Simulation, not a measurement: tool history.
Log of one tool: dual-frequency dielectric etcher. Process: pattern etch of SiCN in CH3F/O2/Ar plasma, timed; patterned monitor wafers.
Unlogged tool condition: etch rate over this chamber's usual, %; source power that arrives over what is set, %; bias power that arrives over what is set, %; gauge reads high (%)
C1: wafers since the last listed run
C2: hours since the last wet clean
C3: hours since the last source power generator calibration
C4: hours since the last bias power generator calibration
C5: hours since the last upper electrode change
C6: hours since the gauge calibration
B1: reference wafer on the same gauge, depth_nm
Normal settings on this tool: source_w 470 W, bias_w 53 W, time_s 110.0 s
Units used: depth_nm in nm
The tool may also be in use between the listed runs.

Run 1, hour 0.0: usual settings but time_s 121.5 s; C1 0; C2 114.3; C3 2980.9; C4 4418.2; C5 5150.6; C6 109.0; B1 32.38. Result: depth_nm 41.02 nm.
Run 2, hour 23.3: usual settings but time_s 116.5 s; C1 293; C2 137.6; C3 3004.2; C4 4441.5; C5 5173.9; C6 132.3; B1 32.37. Result: depth_nm 39.14 nm.
Run 3, hour 57.4: usual settings; C1 429; C2 171.7; C3 3038.3; C4 4475.6; C5 5208.0; C6 166.4; B1 32.31. Result: depth_nm 36.97 nm.
Run 4, hour 75.0: usual settings; C1 221; C2 189.3; C3 3055.9; C4 4493.2; C5 5225.6; C6 184.0; B1 32.31. Result: depth_nm 37.08 nm.
Run 5, hour 104.4: usual settings; C1 370; C2 218.7; C3 3085.3; C4 4522.6; C5 5255.0; C6 213.4; B1 32.26. Result: depth_nm 37.05 nm.
Run 6, hour 135.5: usual settings; C1 392; C2 249.8; C3 3116.4; C4 4553.7; C5 5286.1; C6 244.5; B1 32.21. Result: depth_nm 36.94 nm.
Run 7, hour 152.4: usual settings but bias_w 61 W; C1 213; C2 266.7; C3 3133.3; C4 4570.6; C5 5303.0; C6 261.4; B1 32.12. Result: depth_nm 38.79 nm.
At hour 183.2: upper electrode replaced.
Run 8, hour 183.7: usual settings but source_w 540 W, time_s 126.5 s; C1 92; C2 298.0; C3 3164.6; C4 4601.9; C5 0.5; C6 292.7; B1 32.07. Result: depth_nm 45.08 nm.
Run 9, hour 197.4: usual settings but source_w 540 W, time_s 126.5 s; C1 172; C2 311.7; C3 3178.3; C4 4615.6; C5 14.2; C6 306.4; B1 32.05. Result: depth_nm 44.88 nm.
At hour 209.3: gauge calibrated.
At hour 211.6: source power generator calibrated.
Run 10, hour 226.4: usual settings but source_w 540 W, time_s 126.5 s; C1 315; C2 340.7; C3 14.8; C4 4644.6; C5 43.2; C6 17.1; B1 32.51. Result: depth_nm 45.83 nm.
Run 11, hour 247.8: usual settings but source_w 420 W; C1 269; C2 362.1; C3 36.2; C4 4666.0; C5 64.6; C6 38.5; B1 32.51. Result: depth_nm 35.49 nm.
Run 12, hour 265.6: usual settings but source_w 420 W; C1 224; C2 379.9; C3 54.0; C4 4683.8; C5 82.4; C6 56.3; B1 32.47. Result: depth_nm 35.21 nm.
At hour 295.0: wet clean of the chamber.
Run 13, hour 295.5: usual settings but source_w 380 W, bias_w 48 W, time_s 97.5 s; C1 74; C2 0.5; C3 83.9; C4 4713.7; C5 112.3; C6 86.2; B1 32.49. Result: depth_nm 28.55 nm.
Run 14, hour 312.0: usual settings; C1 208; C2 17.0; C3 100.4; C4 4730.2; C5 128.8; C6 102.7; B1 32.45. Result: depth_nm 37.30 nm.
Run 15, hour 329.7: usual settings but time_s 119.5 s; C1 223; C2 34.7; C3 118.1; C4 4747.9; C5 146.5; C6 120.4; B1 32.44. Result: depth_nm 40.47 nm.
At hour 350.5: bias power generator calibrated.
Run 16, hour 362.5: usual settings but source_w 390 W, bias_w 61 W, time_s 118.5 s; C1 363; C2 67.5; C3 150.9; C4 12.0; C5 179.3; C6 153.2; B1 32.37. Result: depth_nm 38.31 nm.
Run 17, hour 390.0: usual settings but bias_w 59 W; C1 346; C2 95.0; C3 178.4; C4 39.5; C5 206.8; C6 180.7; B1 32.36. Result: depth_nm 38.69 nm.
Run 18, hour 410.5: usual settings but source_w 380 W, bias_w 59 W, time_s 83.5 s; C1 258; C2 115.5; C3 198.9; C4 60.0; C5 227.3; C6 201.2; B1 32.34. Result: depth_nm 26.38 nm.
Run 19, hour 437.5: usual settings but source_w 560 W, bias_w 46 W, time_s 83.0 s; C1 340; C2 142.5; C3 225.9; C4 87.0; C5 254.3; C6 228.2; B1 32.26. Result: depth_nm 28.86 nm.
Run 20, hour 460.8: usual settings but source_w 510 W, bias_w 48 W, time_s 134.5 s; C1 293; C2 165.8; C3 249.2; C4 110.3; C5 277.6; C6 251.5; B1 32.21. Result: depth_nm 45.40 nm.
Run 21, hour 491.4: usual settings but source_w 550 W, bias_w 46 W, time_s 82.0 s; C1 385; C2 196.4; C3 279.8; C4 140.9; C5 308.2; C6 282.1; B1 32.18. Result: depth_nm 28.07 nm.
At hour 491.9: gauge calibrated.
Run 22, hour 511.1: usual settings; C1 248; C2 216.1; C3 299.5; C4 160.6; C5 327.9; C6 19.2; B1 32.54. Result: depth_nm 37.23 nm.
Run 23, hour 534.9: usual settings but source_w 540 W, time_s 126.5 s; C1 300; C2 239.9; C3 323.3; C4 184.4; C5 351.7; C6 43.0; B1 32.51. Result: depth_nm 45.84 nm.
Run 24, hour 548.7: usual settings but source_w 560 W, bias_w 65 W; C1 174; C2 253.7; C3 337.1; C4 198.2; C5 365.5; C6 56.8; B1 32.50. Result: depth_nm 43.76 nm.
Run 25, hour 583.9: usual settings but source_w 510 W, bias_w 44 W, time_s 88.5 s; C1 443; C2 288.9; C3 372.3; C4 233.4; C5 400.7; C6 92.0; B1 32.47. Result: depth_nm 29.12 nm.

What the log doesn't show, run by run:
etch rate over this chamber's usual, %: 0 at every run
source power that arrives over what is set, %: 0 at every run
bias power that arrives over what is set, %: 0 at every run
H1: gauge reads high (%)
run        H1
  1    -0.358
  2    -0.431
  3    -0.565
  4    -0.646
  5      -0.8
  6    -0.987
  7      -1.1
  8     -1.33
  9     -1.44
 10    0.0106
 11  -0.00507
 12   -0.0273
 13   -0.0833
 14    -0.124
 15    -0.176
 16    -0.294
 17    -0.415
 18    -0.518
 19     -0.67
 20    -0.817
 21     -1.03
 22    0.0308
 23    0.0113
 24  -0.00675
 25   -0.0756

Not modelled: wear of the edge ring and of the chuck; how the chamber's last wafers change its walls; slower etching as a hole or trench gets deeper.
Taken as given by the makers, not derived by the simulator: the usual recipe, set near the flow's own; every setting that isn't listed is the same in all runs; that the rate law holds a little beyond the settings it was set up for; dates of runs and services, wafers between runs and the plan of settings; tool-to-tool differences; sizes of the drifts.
